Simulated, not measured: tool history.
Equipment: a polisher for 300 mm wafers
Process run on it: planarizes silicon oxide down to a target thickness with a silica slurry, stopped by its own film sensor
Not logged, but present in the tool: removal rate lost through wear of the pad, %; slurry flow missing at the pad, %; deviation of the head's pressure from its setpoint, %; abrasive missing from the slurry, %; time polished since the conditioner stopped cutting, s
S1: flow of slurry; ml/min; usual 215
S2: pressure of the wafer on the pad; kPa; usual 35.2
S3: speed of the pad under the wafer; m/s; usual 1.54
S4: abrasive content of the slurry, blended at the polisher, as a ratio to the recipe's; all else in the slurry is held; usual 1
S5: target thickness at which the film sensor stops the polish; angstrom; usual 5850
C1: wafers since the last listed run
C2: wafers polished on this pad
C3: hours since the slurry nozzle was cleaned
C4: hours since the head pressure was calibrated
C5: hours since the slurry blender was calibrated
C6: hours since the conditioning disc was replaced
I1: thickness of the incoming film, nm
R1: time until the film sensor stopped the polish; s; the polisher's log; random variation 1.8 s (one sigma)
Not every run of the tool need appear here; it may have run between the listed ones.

run   hour   S1    S2    S3    S4    S5   C1    C2     C3      C4     C5     C6      I1     R1
  1      0  215  43.4  1.54     1  5850    0  1069  533.4  1280.1  250.7    4.6    1097  101.7
      15.4  -- slurry blender recalibrated
      16.3  -- worn pad replaced by a new one
      20.1  -- slurry nozzle cleaned
  2   33.1  215    40  1.54  1.05  5850  189   102     13  1313.2   17.7   37.7  1101.4  106.6
  3   55.3  215    40  1.54  1.05  5850  144   246   35.2  1335.4   39.9   59.9  1101.5  109.1
  4     77  215    40  1.54  1.05  5850  141   387   56.9  1357.1   61.6   81.6  1083.7    107
  5   94.4  215  35.2  1.54     1  5850  113   500   74.3  1374.5     79     99    1096    126
  6  169.2  215  35.2  1.54     1  5850  486   986  149.1  1449.3  153.8  173.8  1084.6  126.7
     187.6  -- worn pad replaced by a new one
  7  197.5  260  28.3  1.12  1.15  5850  157    64  177.4  1477.6  182.1  202.1  1085.8  183.9
  8  222.7  215  35.2  2.06  1.15  7400  163   227  202.6  1502.8  207.3  227.3  1080.2   66.3
  9  243.5  215  35.2  1.54     1  5850  135   363  223.4  1523.6  228.1  248.1  1093.4  136.2
 10  259.1  165  40.7  1.54  0.85  6740  101   464    239  1539.2  243.7  263.7  1092.6  107.2
     264.1  -- slurry blender recalibrated
 11  288.8  285    31  1.54     1  6630  179   644  268.7  1568.9   24.7  293.4  1102.9  131.3
 12  309.2  215  35.2  1.54     1  5850  132   777  289.1  1589.3   45.1  313.8  1090.1  134.1
 13  321.6  160  29.6  1.82  1.15  5850   80   857  301.5  1601.7   57.5  326.2  1086.8  137.4
     333.3  -- head pressure recalibrated
 14  343.7  215  35.2  1.72   0.9  5850  130   988  323.6    10.4   79.6  348.3    1107  122.9
       366  -- worn pad replaced by a new one
 15  366.5  215  28.3  1.54   1.2  7040  122     2  346.4    33.2  102.4  371.1  1079.4  100.8
 16  381.5  215  35.2  1.04     1  5850   97   100  361.4    48.2  117.4  386.1  1103.5  170.7
     401.3  -- conditioning disc replaced and pad reconditioned
 17  405.9  215  35.2  1.54     1  5850  145   246  385.8    72.6  141.8    4.6  1079.1  106.7
 18    437  240  45.5  1.08   1.1  5850  202   448  416.9   103.7  172.9   35.7  1083.7  103.8
 19  472.7  215  35.2  1.96     1  5850  231   680  452.6   139.4  208.6   71.4  1109.6   94.1
 20  499.3  215  35.2  1.54     1  5850  172   852  479.2     166  235.2     98  1068.1  107.9
     512.3  -- slurry blender recalibrated
 21  512.8  215  25.5  1.82   0.8  5850   74   927  492.7   179.5    0.5  111.5  1096.7  157.9
 22  526.5  215  35.2  1.24     1  5850   89  1016  506.4   193.2   14.2  125.2  1104.6  140.2
     538.7  -- worn pad replaced by a new one
 23  558.4  215  35.2  1.72   0.9  5850  181   128  538.3   225.1   46.1  157.1  1085.9  112.8
 24  573.3  195  35.2  1.26   1.2  6430   96   224  553.2     240     61    172  1091.1  112.2

Forecast each of these 5 alternatives for the next run:
  A  573.7  215  35.2  1.54    1  5850   2  227  553.6  240.4  61.4  172.4  1093.8   ?
  B  573.7  195  35.2  1.54    1  5850   2  227  553.6  240.4  61.4  172.4  1093.8   ?
  C  573.7  190  22.8  1.28    1  5850   2  227  553.6  240.4  61.4  172.4  1093.8   ?
  D  573.7  215  35.2   1.9  0.9  7070   2  227  553.6  240.4  61.4  172.4  1093.8   ?
  E  573.7  215  35.2   1.2    1  5850   2  227  553.6  240.4  61.4  172.4  1093.8   ?

run     R1
  A  117.3
  B  118.3
  C  207.6
  D   80.7
  E  141.7
Take away the tool's hidden state, keep each run's random variation, and the runs would have read:
run     R1
  A  109.3
  B  110.2
  C  197.9
  D   74.4
  E  133.4

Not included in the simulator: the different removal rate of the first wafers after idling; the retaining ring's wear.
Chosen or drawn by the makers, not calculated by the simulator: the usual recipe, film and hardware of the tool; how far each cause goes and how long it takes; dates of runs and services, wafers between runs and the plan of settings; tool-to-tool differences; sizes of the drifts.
